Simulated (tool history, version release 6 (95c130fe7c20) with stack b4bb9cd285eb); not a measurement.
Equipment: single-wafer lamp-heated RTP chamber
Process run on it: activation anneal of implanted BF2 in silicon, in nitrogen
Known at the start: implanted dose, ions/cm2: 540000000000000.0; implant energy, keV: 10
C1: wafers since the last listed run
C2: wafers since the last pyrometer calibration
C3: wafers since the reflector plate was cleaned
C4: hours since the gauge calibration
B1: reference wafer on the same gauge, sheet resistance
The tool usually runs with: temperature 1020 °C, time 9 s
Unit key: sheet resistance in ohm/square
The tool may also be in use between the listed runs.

run 1 hour=0.0 | temperature=1020 time=9 | C1=0 C2=1560 C3=119 C4=51.2 | B1=239.73 | sheet_resistance=277.91
run 2 hour=53.8 | temperature=1020 time=9 | C1=1013 C2=2574 C3=1133 C4=105.0 | B1=240.02 | sheet_resistance=276.05
run 3 hour=119.3 | temperature=1020 time=9 | C1=1234 C2=3808 C3=2367 C4=170.5 | B1=239.90 | sheet_resistance=275.91
run 4 hour=179.9 | temperature=1020 time=9 | C1=1142 C2=4950 C3=3509 C4=231.1 | B1=240.22 | sheet_resistance=274.75
-- hour=193.1 pyrometer window cleaned and pyrometer calibrated
run 5 hour=225.1 | temperature=1020 time=9 | C1=701 C2=602 C3=4210 C4=276.3 | B1=239.82 | sheet_resistance=277.71
run 6 hour=285.3 | temperature=1020 time=9 | C1=1134 C2=1736 C3=5345 C4=336.5 | B1=240.00 | sheet_resistance=277.41
run 7 hour=377.7 | temperature=1020 time=8 | C1=1741 C2=3478 C3=7086 C4=428.9 | B1=239.77 | sheet_resistance=277.82
run 8 hour=446.4 | temperature=1020 time=9 | C1=1294 C2=4772 C3=8381 C4=497.6 | B1=240.15 | sheet_resistance=273.78
-- hour=455.6 pyrometer window cleaned and pyrometer calibrated
-- hour=500.6 reflector plate cleaned
run 9 hour=542.0 | temperature=1020 time=9 | C1=1500 C2=1478 C3=780 C4=593.2 | B1=239.80 | sheet_resistance=278.09
run 10 hour=648.9 | temperature=1044 time=8 | C1=2014 C2=3492 C3=2795 C4=700.1 | B1=239.99 | sheet_resistance=258.90
-- hour=719.1 pyrometer window cleaned and pyrometer calibrated
run 11 hour=719.6 | temperature=1020 time=9 | C1=1181 C2=10 C3=3976 C4=770.8 | B1=240.12 | sheet_resistance=278.51
run 12 hour=763.1 | temperature=1020 time=9 | C1=819 C2=830 C3=4796 C4=814.3 | B1=240.25 | sheet_resistance=278.13
run 13 hour=840.0 | temperature=1006 time=13 | C1=1449 C2=2279 C3=6245 C4=891.2 | B1=240.19 | sheet_resistance=279.55
run 14 hour=899.2 | temperature=1020 time=11 | C1=1115 C2=3395 C3=7361 C4=950.4 | B1=239.96 | sheet_resistance=270.69
-- hour=913.3 gauge calibrated
run 15 hour=937.9 | temperature=1002 time=9 | C1=729 C2=4124 C3=8090 C4=24.6 | B1=240.23 | sheet_resistance=293.61
-- hour=973.7 pyrometer window cleaned and pyrometer calibrated
run 16 hour=1011.7 | temperature=1032 time=13 | C1=1240 C2=715 C3=9331 C4=98.4 | B1=240.23 | sheet_resistance=255.95
run 17 hour=1111.9 | temperature=1020 time=6 | C1=1888 C2=2603 C3=11219 C4=198.6 | B1=240.08 | sheet_resistance=284.95
-- hour=1151.2 reflector plate cleaned
run 18 hour=1151.7 | temperature=1020 time=9 | C1=599 C2=3203 C3=8 C4=238.4 | B1=239.99 | sheet_resistance=277.02
-- hour=1233.0 pyrometer window cleaned and pyrometer calibrated
run 19 hour=1245.7 | temperature=998 time=12 | C1=1620 C2=238 C3=1629 C4=332.4 | B1=239.81 | sheet_resistance=294.07
run 20 hour=1340.5 | temperature=1037 time=14 | C1=1786 C2=2025 C3=3416 C4=427.2 | B1=239.92 | sheet_resistance=250.58
run 21 hour=1447.1 | temperature=1044 time=11 | C1=2009 C2=4034 C3=5425 C4=533.8 | B1=240.15 | sheet_resistance=248.84
run 22 hour=1494.5 | temperature=1020 time=9 | C1=893 C2=4927 C3=6318 C4=581.2 | B1=240.09 | sheet_resistance=274.70

Take each entry between the runs: how does the hidden state at the last listed run before it differ from the hidden state at the first listed run after it?
Run 4 -> run 5: pyrometer window cleaned and pyrometer calibrated (hour 193.1)
  true wafer temperature minus pyrometer reading, K: 4.24 -> 0.691; wafer temperature error from the tarnished reflector plate, K: 0.955 -> 1.13
  the result without the hidden state subtracted from the measured one, sheet resistance: -4.90 -> -1.76 ohm/square
Run 8 -> run 9: pyrometer window cleaned and pyrometer calibrated (hour 455.6); reflector plate cleaned (hour 500.6)
  true wafer temperature minus pyrometer reading, K: 4.02 -> 1.48; wafer temperature error from the tarnished reflector plate, K: 2.58 -> 0.147
  the result without the hidden state subtracted from the measured one, sheet resistance: -6.18 -> -1.57 ohm/square
Run 10 -> run 11: pyrometer window cleaned and pyrometer calibrated (hour 719.1)
  true wafer temperature minus pyrometer reading, K: 3.09 -> 0.203; wafer temperature error from the tarnished reflector plate, K: 0.34 -> 0.588
  the result without the hidden state subtracted from the measured one, sheet resistance: -3.05 -> -0.76 ohm/square
Run 14 -> run 15: gauge calibrated (hour 913.3)
  true wafer temperature minus pyrometer reading, K: 2.91 -> 3.49; wafer temperature error from the tarnished reflector plate, K: 1.65 -> 1.95
  the result without the hidden state subtracted from the measured one, sheet resistance: -4.11 -> -7.24 ohm/square
Run 15 -> run 16: pyrometer window cleaned and pyrometer calibrated (hour 973.7)
  true wafer temperature minus pyrometer reading, K: 3.49 -> 0.629; wafer temperature error from the tarnished reflector plate, K: 1.95 -> 2.62
  the result without the hidden state subtracted from the measured one, sheet resistance: -7.24 -> -2.88 ohm/square
Run 17 -> run 18: reflector plate cleaned (hour 1151.2)
  true wafer temperature minus pyrometer reading, K: 2.14 -> 2.74; wafer temperature error from the tarnished reflector plate, K: 3.7 -> 0.199
  the result without the hidden state subtracted from the measured one, sheet resistance: -6.42 -> -2.81 ohm/square
Run 18 -> run 19: pyrometer window cleaned and pyrometer calibrated (hour 1233.0)
  true wafer temperature minus pyrometer reading, K: 2.74 -> 0.662; wafer temperature error from the tarnished reflector plate, K: 0.199 -> 0.284
  the result without the hidden state subtracted from the measured one, sheet resistance: -2.81 -> -1.32 ohm/square
